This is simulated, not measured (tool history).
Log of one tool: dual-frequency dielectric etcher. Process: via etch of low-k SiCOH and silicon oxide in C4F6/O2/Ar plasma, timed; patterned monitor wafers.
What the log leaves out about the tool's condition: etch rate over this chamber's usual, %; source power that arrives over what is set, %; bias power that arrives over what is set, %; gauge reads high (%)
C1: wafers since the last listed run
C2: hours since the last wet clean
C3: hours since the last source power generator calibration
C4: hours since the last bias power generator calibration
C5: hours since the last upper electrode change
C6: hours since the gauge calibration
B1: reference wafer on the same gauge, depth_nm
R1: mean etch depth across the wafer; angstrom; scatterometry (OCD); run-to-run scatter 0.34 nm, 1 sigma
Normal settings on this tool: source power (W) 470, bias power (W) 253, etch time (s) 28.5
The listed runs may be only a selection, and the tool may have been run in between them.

run 1 hour=0 | source_power_(W)=470 bias_power_(W)=253 etch_time_(s)=28.5 | C1=0 C2=35.5 C3=3277.4 C4=2427.9 C5=3215.4 C6=370.7 | B1=96.1 | R1=856
run 2 hour=26.7 | source_power_(W)=470 bias_power_(W)=253 etch_time_(s)=28.5 | C1=216 C2=62.2 C3=3304.1 C4=2454.6 C5=3242.1 C6=397.4 | B1=95.9 | R1=854
run 3 hour=44.4 | source_power_(W)=470 bias_power_(W)=253 etch_time_(s)=28.5 | C1=143 C2=79.9 C3=3321.8 C4=2472.3 C5=3259.8 C6=415.1 | B1=95.9 | R1=858
run 4 hour=143.1 | source_power_(W)=470 bias_power_(W)=253 etch_time_(s)=28.5 | C1=798 C2=178.6 C3=3420.5 C4=2571 C5=3358.5 C6=513.8 | B1=96.1 | R1=845
run 5 hour=161.4 | source_power_(W)=470 bias_power_(W)=253 etch_time_(s)=28.5 | C1=148 C2=196.9 C3=3438.8 C4=2589.3 C5=3376.8 C6=532.1 | B1=96 | R1=851
run 6 hour=188.8 | source_power_(W)=470 bias_power_(W)=253 etch_time_(s)=28.5 | C1=221 C2=224.3 C3=3466.2 C4=2616.7 C5=3404.2 C6=559.5 | B1=96.1 | R1=847
run 7 hour=201.5 | source_power_(W)=470 bias_power_(W)=214 etch_time_(s)=28.5 | C1=102 C2=237 C3=3478.9 C4=2629.4 C5=3416.9 C6=572.2 | B1=96 | R1=778
-- hour=202.5 gauge calibrated
-- hour=228.9 source power generator calibrated
run 8 hour=230 | source_power_(W)=470 bias_power_(W)=214 etch_time_(s)=28.5 | C1=198 C2=265.5 C3=1.1 C4=2657.9 C5=3445.4 C6=27.5 | B1=96 | R1=775
run 9 hour=246.4 | source_power_(W)=470 bias_power_(W)=253 etch_time_(s)=24.5 | C1=132 C2=281.9 C3=17.5 C4=2674.3 C5=3461.8 C6=43.9 | B1=96 | R1=727
run 10 hour=259.7 | source_power_(W)=470 bias_power_(W)=253 etch_time_(s)=24.5 | C1=107 C2=295.2 C3=30.8 C4=2687.6 C5=3475.1 C6=57.2 | B1=95.8 | R1=725
-- hour=271.7 bias power generator calibrated
run 11 hour=283.4 | source_power_(W)=470 bias_power_(W)=253 etch_time_(s)=28.5 | C1=159 C2=318.9 C3=54.5 C4=11.7 C5=3498.8 C6=80.9 | B1=96 | R1=842
run 12 hour=302.1 | source_power_(W)=470 bias_power_(W)=253 etch_time_(s)=28.5 | C1=151 C2=337.6 C3=73.2 C4=30.4 C5=3517.5 C6=99.6 | B1=96.1 | R1=842
run 13 hour=331 | source_power_(W)=470 bias_power_(W)=253 etch_time_(s)=28.5 | C1=233 C2=366.5 C3=102.1 C4=59.3 C5=3546.4 C6=128.5 | B1=96.1 | R1=837

Run 14, settings as shown, results not yet in. Your forecast:
-- hour=362.1 wet clean of the chamber
run 14 hour=362.6 | source_power_(W)=360 bias_power_(W)=286 etch_time_(s)=33 | C1=61 C2=0.5 C3=133.7 C4=90.9 C5=3578 C6=160.1 | B1=? | R1=?

{"run 14": {"B1": 96.1, "R1": 909}}
If the tool had no hidden condition, the same run with the same run-to-run variation would have returned R1 956 angstrom.

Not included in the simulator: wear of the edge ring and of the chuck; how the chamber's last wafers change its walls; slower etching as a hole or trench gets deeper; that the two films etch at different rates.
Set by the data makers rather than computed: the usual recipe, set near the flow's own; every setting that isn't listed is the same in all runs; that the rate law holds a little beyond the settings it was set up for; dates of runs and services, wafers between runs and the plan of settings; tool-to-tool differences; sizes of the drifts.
